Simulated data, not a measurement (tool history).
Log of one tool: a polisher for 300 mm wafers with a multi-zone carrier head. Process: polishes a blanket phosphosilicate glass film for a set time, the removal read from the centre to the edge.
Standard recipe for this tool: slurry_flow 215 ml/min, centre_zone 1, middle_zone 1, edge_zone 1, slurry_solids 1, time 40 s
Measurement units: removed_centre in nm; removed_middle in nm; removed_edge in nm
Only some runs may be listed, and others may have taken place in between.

| run | hour | slurry_flow | centre_zone | middle_zone | edge_zone | slurry_solids | time | wafers since the last listed run | wafers polished on this pad | hours since the slurry nozzle was cleaned | hours since the centre zone pressure was calibrated | hours since the edge zone pressure was calibrated | hours since the carrier head's membrane was replaced | incoming thickness of the incoming film, nm | removed_centre | removed_middle | removed_edge |
|---|---|---|---|---|---|---|---|---|---|---|---|---|---|---|---|---|---|
| 1 | 0 | 215 | 1 | 1 | 1 | 1.15 | 40 | 0 | 518 | 360.2 | 215.4 | 183.3 | 1277 | 2552.5 | 423.5 | 435.3 | 423.9 |
| 2 | 71.3 | 215 | 1 | 1 | 1 | 1.15 | 40 | 456 | 975 | 431.5 | 286.7 | 254.6 | 1348.3 | 2536.5 | 421 | 431.7 | 427.9 |
|  | 107.6 | slurry nozzle cleaned |
|  | 114.7 | worn pad replaced by a new one |
| 3 | 115.2 | 215 | 1 | 1 | 1.08 | 1 | 40 | 249 | 3 | 7.6 | 330.6 | 298.5 | 1392.2 | 2522 | 397.5 | 410.3 | 421.5 |
| 4 | 152.6 | 215 | 1 | 1 | 1.08 | 1 | 40 | 239 | 242 | 45 | 368 | 335.9 | 1429.6 | 2518.4 | 404.9 | 410.8 | 425 |
| 5 | 202.4 | 215 | 1 | 1 | 1.08 | 1 | 40 | 318 | 561 | 94.8 | 417.8 | 385.7 | 1479.4 | 2556.6 | 399 | 409.1 | 418.9 |
|  | 206.3 | edge zone pressure recalibrated |
| 6 | 232.3 | 215 | 1 | 1 | 1 | 1 | 40 | 178 | 740 | 124.7 | 447.7 | 26 | 1509.3 | 2483.3 | 392.6 | 413.1 | 413.5 |
| 7 | 295 | 215 | 1 | 1 | 1 | 1 | 40 | 401 | 1141 | 187.4 | 510.4 | 88.7 | 1572 | 2552.6 | 390.6 | 411.3 | 417.3 |
|  | 315.8 | worn pad replaced by a new one |
| 8 | 330.8 | 215 | 1 | 1 | 1 | 1 | 40 | 203 | 95 | 223.2 | 546.2 | 124.5 | 1607.8 | 2507.6 | 393.9 | 413.9 | 404.3 |
| 9 | 375.2 | 215 | 1 | 1 | 1 | 1 | 40 | 284 | 380 | 267.6 | 590.6 | 168.9 | 1652.2 | 2519 | 393.6 | 409 | 415.8 |
| 10 | 416.3 | 215 | 1 | 1 | 1 | 1 | 40 | 263 | 643 | 308.7 | 631.7 | 210 | 1693.3 | 2506.8 | 402.4 | 410.5 | 415.1 |
| 11 | 487.2 | 215 | 0.96 | 1.09 | 1 | 1 | 40 | 454 | 1097 | 379.6 | 702.6 | 280.9 | 1764.2 | 2516.8 | 382.7 | 445.5 | 405.7 |
|  | 509.9 | centre zone pressure recalibrated |
| 12 | 514.7 | 215 | 1.05 | 0.92 | 1 | 1 | 29 | 163 | 1260 | 407.1 | 4.8 | 308.4 | 1791.7 | 2487.1 | 284.4 | 277.1 | 298.5 |
|  | 530.7 | worn pad replaced by a new one |
| 13 | 539 | 215 | 1 | 1 | 1 | 0.85 | 40 | 130 | 53 | 431.4 | 29.1 | 332.7 | 1816 | 2488.2 | 350.5 | 381.6 | 379 |
|  | 596.6 | edge zone pressure recalibrated |
|  | 599.6 | slurry nozzle cleaned |
| 14 | 751 | 155 | 1 | 1 | 1.1 | 1.15 | 31 | 1338 | 1391 | 151.4 | 241.1 | 154.4 | 2028 | 2522.1 | 285.4 | 325.8 | 340.2 |
|  | 771.1 | worn pad replaced by a new one |
|  | 772.6 | centre zone pressure recalibrated, repeated, since the last time left the tool worse |
| 15 | 796.6 | 215 | 1 | 1 | 1 | 1 | 40 | 256 | 153 | 197 | 24 | 200 | 2073.6 | 2543.4 | 409.6 | 410.3 | 409 |
|  | 835 | carrier head's membrane replaced by a new one |
| 16 | 844.2 | 215 | 0.92 | 1.08 | 1 | 1 | 40 | 272 | 426 | 244.6 | 71.6 | 247.6 | 9.2 | 2522.6 | 379.5 | 439.5 | 417.6 |
| 17 | 911.4 | 215 | 1 | 0.93 | 1 | 1 | 40 | 430 | 856 | 311.8 | 138.8 | 314.8 | 76.4 | 2494.5 | 406.4 | 388.4 | 405.9 |
| 18 | 941.2 | 215 | 1 | 1 | 1 | 1.3 | 40 | 190 | 1047 | 341.6 | 168.6 | 344.6 | 106.2 | 2537.4 | 451.2 | 462.2 | 451.7 |
|  | 964.1 | worn pad replaced by a new one |
| 19 | 988.3 | 280 | 1.09 | 1 | 1 | 1 | 40 | 276 | 155 | 388.7 | 215.7 | 391.7 | 153.3 | 2524.9 | 444 | 425.8 | 422 |
| 20 | 1024.3 | 215 | 1 | 1 | 1 | 1 | 31 | 230 | 385 | 424.7 | 251.7 | 427.7 | 189.3 | 2534.8 | 307.3 | 319.7 | 318.4 |
| 21 | 1068.8 | 215 | 1.07 | 1 | 1 | 1 | 40 | 284 | 670 | 469.2 | 296.2 | 472.2 | 233.8 | 2553.9 | 417.4 | 414.6 | 406.3 |
|  | 1071 | edge zone pressure recalibrated |
|  | 1078 | slurry nozzle cleaned |
| 22 | 1103.5 | 215 | 1 | 1 | 1 | 1 | 40 | 203 | 873 | 25.5 | 330.9 | 32.5 | 268.5 | 2528 | 390.5 | 412.2 | 423.6 |

Each row is a separate what-if for the run after 22, all from the same tool condition, not one after another. Results?
| A | 1103.9 | 285 | 1 | 1 | 1 | 1 | 40 | 2 | 876 | 25.9 | 331.3 | 32.9 | 268.9 | 2503.2 | ? | ? | ? |
| B | 1103.9 | 280 | 1 | 1 | 0.92 | 1 | 40 | 2 | 876 | 25.9 | 331.3 | 32.9 | 268.9 | 2503.2 | ? | ? | ? |
| C | 1103.9 | 215 | 1.1 | 0.92 | 1 | 1 | 40 | 2 | 876 | 25.9 | 331.3 | 32.9 | 268.9 | 2503.2 | ? | ? | ? |

| run | removed_centre | removed_middle | removed_edge |
|---|---|---|---|
| A | 406.2 | 422.6 | 423.3 |
| B | 405.4 | 421.9 | 412.6 |
| C | 425.6 | 382.1 | 414.1 |
Without the tool's unlogged condition, the same runs would have read:
| run | removed_centre | removed_middle | removed_edge |
|---|---|---|---|
| A | 421.6 | 422.5 | 423.3 |
| B | 420.8 | 421.8 | 412.6 |
| C | 441.7 | 382 | 414.1 |
